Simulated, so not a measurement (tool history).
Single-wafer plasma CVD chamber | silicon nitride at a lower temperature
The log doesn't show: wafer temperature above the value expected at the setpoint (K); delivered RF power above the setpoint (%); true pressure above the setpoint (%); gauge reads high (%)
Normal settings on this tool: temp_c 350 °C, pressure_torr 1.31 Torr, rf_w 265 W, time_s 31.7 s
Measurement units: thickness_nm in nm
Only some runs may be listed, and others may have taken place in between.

run,hour,temp_c,pressure_torr,rf_w,time_s,wafers since the last listed run,hours since the last thermocouple change,hours since the last RF generator calibration,hours since the last manometer calibration,hours since the showerhead was replaced,hours since the gauge calibration,"read-back reference wafer on the same gauge, thickness_nm",thickness_nm
1,0.0,350,1.31,265,31.7,0,803.1,489.4,1288.9,6180.6,1974.8,27.284,28.679
2,66.4,350,1.31,265,31.7,2492,869.5,555.8,1355.3,6247.0,2041.2,27.288,28.733
# hour 113.7: gauge calibrated
3,135.6,350,1.31,265,31.7,2597,938.7,625.0,1424.5,6316.2,21.9,27.309,28.717
4,203.7,350,1.31,265,31.7,2556,1006.8,693.1,1492.6,6384.3,90.0,27.319,28.681
5,270.3,350,1.31,265,31.7,2499,1073.4,759.7,1559.2,6450.9,156.6,27.294,28.655
6,305.5,350,1.51,320,35.4,1321,1108.6,794.9,1594.4,6486.1,191.8,27.287,39.183
7,376.6,350,1.31,265,31.7,2668,1179.7,866.0,1665.5,6557.2,262.9,27.288,28.599
8,406.5,350,1.00,265,31.7,1122,1209.6,895.9,1695.4,6587.1,292.8,27.276,24.721
# hour 415.8: capacitance manometer re-zeroed and calibrated
9,468.1,342,1.31,290,29.3,2011,1271.2,957.5,52.3,6648.7,354.4,27.290,27.910
10,495.2,360,1.58,265,31.7,1017,1298.3,984.6,79.4,6675.8,381.5,27.314,30.403
# hour 556.9: thermocouple changed; heater temperature recalibrated
11,564.1,350,1.31,265,31.7,2285,7.2,1053.5,148.3,6744.7,450.4,27.299,28.090
12,633.0,350,1.31,265,31.7,2586,76.1,1122.4,217.2,6813.6,519.3,27.277,28.061
13,666.6,354,1.42,315,29.9,1261,109.7,1156.0,250.8,6847.2,552.9,27.279,31.173
14,734.1,350,1.31,265,31.7,2533,177.2,1223.5,318.3,6914.7,620.4,27.294,27.911
# hour 790.9: RF generator calibrated
15,793.5,350,1.31,295,31.7,1929,236.6,2.6,377.7,6974.1,679.8,27.309,31.212
16,829.1,339,1.31,265,31.7,1336,272.2,38.2,413.3,7009.7,715.4,27.336,28.750

Run 17 comes next. What will it give?
17,867.3,350,1.31,265,31.7,1433,310.4,76.4,451.5,7047.9,753.6,?,?

read-back reference wafer on the same gauge, thickness_nm: 27.300
thickness_nm: 28.660 nm
The same run, on a tool lacking any hidden state, would have yielded thickness_nm 28.666 nm.

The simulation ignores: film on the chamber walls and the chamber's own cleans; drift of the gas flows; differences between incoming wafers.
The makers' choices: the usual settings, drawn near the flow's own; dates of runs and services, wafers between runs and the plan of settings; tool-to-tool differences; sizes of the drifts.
